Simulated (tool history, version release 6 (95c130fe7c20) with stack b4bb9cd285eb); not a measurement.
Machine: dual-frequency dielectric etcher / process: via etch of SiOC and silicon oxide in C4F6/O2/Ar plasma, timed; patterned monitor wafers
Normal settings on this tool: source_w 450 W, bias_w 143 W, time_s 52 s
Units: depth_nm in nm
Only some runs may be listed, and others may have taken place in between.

run,hour,source_w,bias_w,time_s,"read-back reference wafer on the same gauge, depth_nm",depth_nm
1,0,450,143,52,57.4,60
2,25.6,450,143,52,57.3,60.4
3,50.1,450,143,52,57.4,60.6
# hour 79.1: wet clean of the chamber
4,79.6,450,143,52,57.4,58.9
5,106.9,450,143,52,57.4,59
6,123.9,450,143,52,57.4,58.7
7,155.1,450,143,52,57.4,58.8
8,170.8,450,143,52,57.4,59.3
9,188.8,450,143,52,57.4,59.5
10,207.1,450,143,52,57.3,59.6
11,241.5,450,143,57.5,57.4,66.1
12,272.4,450,143,57.5,57.3,66.5
13,296.4,450,115,47,57.5,51
14,332.2,450,143,52,57.4,60.8
# hour 344: gauge calibrated
15,368,450,143,52,57.4,60.6
16,389.5,350,111,38,57.4,37.2
17,404,450,143,52,57.4,61.5
# hour 429.1: bias power generator calibrated
# hour 443.4: wet clean of the chamber
18,443.9,410,121,63.5,57.4,65.1
19,454.1,450,143,52,57.4,58
20,487.4,450,143,52,57.4,58.3
# hour 523.5: upper electrode replaced
21,524,530,121,45,57.5,51.7
22,569.6,380,123,52,57.4,53.1
# hour 575.4: source power generator calibrated
23,583.9,450,157,52,57.4,61
24,614.7,450,143,52,57.4,59.8
25,645.1,550,143,45,57.4,56
26,669.2,450,143,52,57.4,60.5
27,696.8,540,143,52,57.4,64.8
28,719.3,450,122,42,57.4,46.3
29,750.2,540,143,61,57.4,76.4

Branching from run 29: 5 alternative next runs. What would each branch give?
A,750.6,450,143,66,?,?
B,750.6,450,143,67,?,?
C,750.6,450,122,44.5,?,?
D,750.6,450,173,52,?,?
E,750.6,540,158,60,?,?

run,"read-back reference wafer on the same gauge, depth_nm",depth_nm
A,57.5,76.9
B,57.5,78.1
C,57.5,49.5
D,57.5,64.3
E,57.5,77.7
The same runs, with their run-to-run variation unchanged, on a tool lacking any hidden condition would have given:
run,depth_nm
A,74.4
B,75.5
C,47.8
D,62.1
E,75.1
